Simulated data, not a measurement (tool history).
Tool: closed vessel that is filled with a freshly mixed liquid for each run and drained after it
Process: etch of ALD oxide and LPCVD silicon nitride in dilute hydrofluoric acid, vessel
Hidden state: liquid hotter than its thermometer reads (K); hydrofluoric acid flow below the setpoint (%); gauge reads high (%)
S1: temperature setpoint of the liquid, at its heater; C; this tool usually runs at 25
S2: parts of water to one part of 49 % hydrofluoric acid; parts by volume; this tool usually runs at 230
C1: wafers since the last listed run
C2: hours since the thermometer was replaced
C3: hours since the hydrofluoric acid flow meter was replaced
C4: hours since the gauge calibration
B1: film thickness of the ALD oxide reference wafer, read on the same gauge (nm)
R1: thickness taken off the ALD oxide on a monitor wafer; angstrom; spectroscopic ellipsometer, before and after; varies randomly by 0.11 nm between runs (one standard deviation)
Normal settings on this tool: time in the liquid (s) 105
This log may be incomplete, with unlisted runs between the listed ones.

Run 1, day 0: usual settings; C1 0; C2 2466.5; C3 1419.6; C4 1079.2; B1 130.01. Result: R1 108.1 angstrom.
Run 2, day 6.462: usual settings; C1 13584; C2 2621.6; C3 1574.7; C4 1234.3; B1 130.04. Result: R1 110.4 angstrom.
Run 3, day 7.746: usual settings but S2 200 parts by volume; C1 2697; C2 2652.4; C3 1605.5; C4 1265.1; B1 130.01. Result: R1 130.5 angstrom.
Run 4, day 9.371: usual settings but S2 200 parts by volume; C1 3415; C2 2691.4; C3 1644.5; C4 1304.1; B1 129.99. Result: R1 130.1 angstrom.
Run 5, day 12.304: usual settings but S2 200 parts by volume; C1 6166; C2 2761.8; C3 1714.9; C4 1374.5; B1 129.99. Result: R1 131.7 angstrom.
Run 6, day 13.396: usual settings; C1 2294; C2 2788; C3 1741.1; C4 1400.7; B1 130. Result: R1 109.8 angstrom.
Run 7, day 15.117: usual settings; C1 3617; C2 2829.3; C3 1782.4; C4 1442; B1 130. Result: R1 109.8 angstrom.
At day 15.846: gauge calibrated.
At day 17.642: thermometer replaced.
At day 17.746: hydrofluoric acid flow meter replaced.
Run 8, day 17.779: usual settings; C1 5421; C2 3.3; C3 0.8; C4 46.4; B1 130.01. Result: R1 107.2 angstrom.
Run 9, day 19.542: usual settings; C1 3704; C2 45.6; C3 43.1; C4 88.7; B1 129.98. Result: R1 110.3 angstrom.
Run 10, day 22.212: usual settings; C1 5614; C2 109.7; C3 107.2; C4 152.8; B1 130.01. Result: R1 111.2 angstrom.
Run 11, day 23.383: usual settings but S2 305 parts by volume; C1 2461; C2 137.8; C3 135.3; C4 180.9; B1 130.01. Result: R1 75.7 angstrom.
Run 12, day 24.679: usual settings but S2 305 parts by volume; C1 2723; C2 168.9; C3 166.4; C4 212; B1 130.01. Result: R1 77.1 angstrom.
Run 13, day 26.212: usual settings but S2 200 parts by volume; C1 3223; C2 205.7; C3 203.2; C4 248.8; B1 129.98. Result: R1 129 angstrom.
Run 14, day 28.429: usual settings; C1 4659; C2 258.9; C3 256.4; C4 302; B1 129.99. Result: R1 108.6 angstrom.
Run 15, day 30.658: usual settings but S1 28 C, S2 185 parts by volume, time in the liquid (s) 155; C1 4685; C2 312.4; C3 309.9; C4 355.5; B1 130. Result: R1 238.9 angstrom.
Run 16, day 32.6: usual settings but S2 330 parts by volume; C1 4081; C2 359; C3 356.5; C4 402.1; B1 129.98. Result: R1 67.5 angstrom.
Run 17, day 34.254: usual settings but S1 29.5 C, time in the liquid (s) 80; C1 3477; C2 398.7; C3 396.2; C4 441.8; B1 130.03. Result: R1 98.3 angstrom.
Run 18, day 36.3: usual settings but S2 200 parts by volume; C1 4300; C2 447.8; C3 445.3; C4 490.9; B1 130.01. Result: R1 130.1 angstrom.
Run 19, day 37.517: usual settings but S2 170 parts by volume, time in the liquid (s) 75; C1 2557; C2 477; C3 474.5; C4 520.1; B1 130.02. Result: R1 113 angstrom.
Run 20, day 40.762: usual settings but S1 29 C, S2 155 parts by volume; C1 6823; C2 554.9; C3 552.4; C4 598; B1 130. Result: R1 200.9 angstrom.
Run 21, day 43.504: usual settings; C1 5763; C2 620.7; C3 618.2; C4 663.8; B1 130. Result: R1 112.4 angstrom.
Run 22, day 44.962: usual settings but time in the liquid (s) 170; C1 3065; C2 655.7; C3 653.2; C4 698.8; B1 129.97. Result: R1 178.2 angstrom.
Run 23, day 45.962: usual settings; C1 2102; C2 679.7; C3 677.2; C4 722.8; B1 129.98. Result: R1 110.2 angstrom.
Run 24, day 47.233: usual settings but S1 23.5 C, time in the liquid (s) 70; C1 2671; C2 710.2; C3 707.7; C4 753.3; B1 129.96. Result: R1 69.3 angstrom.

Forecast each of these 4 alternatives for the next run:
Run A, day 47.262: usual settings; C1 61; C2 710.9; C3 708.4; C4 754; B1 ?. Result: R1 ?.
Run B, day 47.262: usual settings but S1 23.5 C, S2 185 parts by volume, time in the liquid (s) 50; C1 61; C2 710.9; C3 708.4; C4 754; B1 ?. Result: R1 ?.
Run C, day 47.262: usual settings but S1 28.5 C, time in the liquid (s) 125; C1 61; C2 710.9; C3 708.4; C4 754; B1 ?. Result: R1 ?.
Run D, day 47.262: usual settings but S1 28.5 C, S2 315 parts by volume, time in the liquid (s) 150; C1 61; C2 710.9; C3 708.4; C4 754; B1 ?. Result: R1 ?.

run      B1     R1
  A  129.97  109.5
  B  129.97   64.4
  C  129.97  147.4
  D  129.97  117.7
Without the tool's unlogged condition, the same runs would have read:
run     R1
  A  109.5
  B   64.4
  C  147.4
  D  117.7
